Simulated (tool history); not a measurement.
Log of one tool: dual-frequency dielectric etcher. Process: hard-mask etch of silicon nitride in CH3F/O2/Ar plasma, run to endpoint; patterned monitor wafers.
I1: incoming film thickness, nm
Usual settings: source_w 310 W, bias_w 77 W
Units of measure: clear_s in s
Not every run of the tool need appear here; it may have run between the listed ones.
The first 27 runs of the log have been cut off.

{"run": 28, "hour": 757.9, "source_w": 310, "bias_w": 77, "I1": 46.02, "clear_s": 75.8}
{"run": 29, "hour": 779.7, "source_w": 370, "bias_w": 66, "I1": 46.02, "clear_s": 72.6}
{"run": 30, "hour": 796.9, "source_w": 280, "bias_w": 77, "I1": 45.86, "clear_s": 78.1}
{"run": 31, "hour": 831.0, "source_w": 350, "bias_w": 91, "I1": 46.92, "clear_s": 69.2}
{"run": 32, "hour": 849.1, "source_w": 310, "bias_w": 77, "I1": 46.17, "clear_s": 74.6}
{"run": 33, "hour": 874.4, "source_w": 310, "bias_w": 90, "I1": 46.09, "clear_s": 71.2}
{"run": 34, "hour": 895.2, "source_w": 310, "bias_w": 77, "I1": 46.14, "clear_s": 74.6}
{"run": 35, "hour": 911.7, "source_w": 250, "bias_w": 64, "I1": 46.23, "clear_s": 86.4}
{"run": 36, "hour": 942.4, "source_w": 360, "bias_w": 59, "I1": 45.88, "clear_s": 73.7}

Forecast each of these 3 alternatives for the next run:
{"run": "A", "hour": 942.8, "source_w": 310, "bias_w": 84, "I1": 46.32, "clear_s": "?"}
{"run": "B", "hour": 942.8, "source_w": 380, "bias_w": 67, "I1": 46.32, "clear_s": "?"}
{"run": "C", "hour": 942.8, "source_w": 240, "bias_w": 92, "I1": 46.32, "clear_s": "?"}

run=A clear_s=72.7
run=B clear_s=71
run=C clear_s=79
What these runs would have given with no unlogged condition in the tool:
run=A clear_s=74.5
run=B clear_s=72.9
run=C clear_s=81

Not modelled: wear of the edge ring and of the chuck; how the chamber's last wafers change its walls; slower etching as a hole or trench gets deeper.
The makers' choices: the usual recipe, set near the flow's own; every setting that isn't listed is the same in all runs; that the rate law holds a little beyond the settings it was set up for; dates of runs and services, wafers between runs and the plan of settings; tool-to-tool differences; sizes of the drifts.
